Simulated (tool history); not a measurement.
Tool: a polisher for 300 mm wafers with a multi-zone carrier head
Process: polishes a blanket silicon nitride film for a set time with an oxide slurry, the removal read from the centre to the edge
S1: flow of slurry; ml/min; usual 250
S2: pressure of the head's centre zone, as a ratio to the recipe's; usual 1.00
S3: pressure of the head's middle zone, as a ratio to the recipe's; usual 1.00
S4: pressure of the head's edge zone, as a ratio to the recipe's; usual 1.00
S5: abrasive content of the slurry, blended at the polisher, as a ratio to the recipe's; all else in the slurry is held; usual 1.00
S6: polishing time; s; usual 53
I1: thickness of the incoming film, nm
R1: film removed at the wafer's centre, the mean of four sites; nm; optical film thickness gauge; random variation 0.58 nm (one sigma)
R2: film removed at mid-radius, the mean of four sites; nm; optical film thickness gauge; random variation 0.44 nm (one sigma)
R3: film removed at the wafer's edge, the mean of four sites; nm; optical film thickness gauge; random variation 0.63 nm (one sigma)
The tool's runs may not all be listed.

run,hour,S1,S2,S3,S4,S5,S6,I1,R1,R2,R3
1,0.0,310,1.00,1.00,1.00,1.10,53,627.0,53.0,52.3,53.4
2,52.8,170,0.90,1.09,1.00,0.80,53,628.7,38.5,45.6,43.8
3,158.0,285,1.00,1.00,1.06,1.00,53,642.1,49.7,50.1,52.0
4,225.1,250,1.00,1.00,1.00,1.00,53,621.8,48.8,48.9,49.8
# hour 274.4: slurry nozzle cleaned
5,304.2,250,1.00,0.92,1.00,1.00,53,623.6,48.6,45.9,49.5
# hour 386.6: worn pad replaced by a new one
6,394.1,250,1.00,1.00,1.00,1.00,53,636.9,48.6,49.7,50.8
7,507.8,250,1.00,1.00,0.89,1.00,53,637.7,48.6,49.7,48.1
8,544.0,250,1.00,1.00,1.00,1.00,53,633.1,48.5,49.1,50.9
# hour 579.9: edge zone pressure recalibrated
9,599.3,250,1.04,1.00,1.00,0.85,61,622.7,52.0,52.8,53.7
10,691.2,315,1.10,1.00,1.00,1.15,53,626.3,56.0,53.4,54.3
11,746.0,250,1.00,0.89,1.00,1.20,66,637.9,63.9,59.5,67.1
12,828.9,275,0.95,1.12,1.00,1.00,53,621.8,45.9,53.9,50.0
13,925.2,335,1.00,0.94,1.00,0.90,69,631.9,60.0,59.3,63.6
# hour 940.8: centre zone pressure recalibrated
14,1009.5,215,1.03,1.00,0.93,1.00,61,639.4,55.4,55.9,54.7
# hour 1015.4: slurry nozzle cleaned
15,1104.4,250,1.06,1.10,1.00,1.00,38,620.1,35.5,37.6,36.5
# hour 1161.1: worn pad replaced by a new one
16,1212.0,250,1.00,1.00,1.00,1.00,62,622.5,56.6,56.5,59.6
17,1266.8,170,1.10,1.00,1.06,1.00,43,635.6,38.8,37.7,39.7
18,1338.4,250,1.09,1.00,1.00,1.00,53,632.8,51.2,48.8,49.4
19,1391.7,250,1.00,1.00,0.94,1.00,53,625.6,48.9,49.1,49.1
# hour 1450.3: carrier head's membrane replaced by a new one
20,1468.8,250,1.05,1.03,1.00,1.00,53,630.7,50.6,50.1,51.0
21,1572.8,250,0.90,1.00,1.00,1.00,53,631.0,44.5,49.0,51.4

Forecast each of these 4 alternatives for the next run:
A,1573.2,200,1.00,1.00,1.00,1.00,53,628.5,?,?,?
B,1573.2,250,0.93,1.00,1.00,1.00,53,628.5,?,?,?
C,1573.2,250,1.00,1.00,1.00,1.00,38,628.5,?,?,?
D,1573.2,250,1.00,1.00,0.93,0.80,64,628.5,?,?,?

run,R1,R2,R3
A,46.3,47.7,49.4
B,45.4,49.2,50.5
C,34.3,35.2,36.2
D,52.2,53.6,53.2
Without the tool's hidden state the same runs would have given:
run,R1,R2,R3
A,46.8,47.7,49.4
B,45.9,49.2,50.5
C,34.7,35.2,36.2
D,52.7,53.6,53.2

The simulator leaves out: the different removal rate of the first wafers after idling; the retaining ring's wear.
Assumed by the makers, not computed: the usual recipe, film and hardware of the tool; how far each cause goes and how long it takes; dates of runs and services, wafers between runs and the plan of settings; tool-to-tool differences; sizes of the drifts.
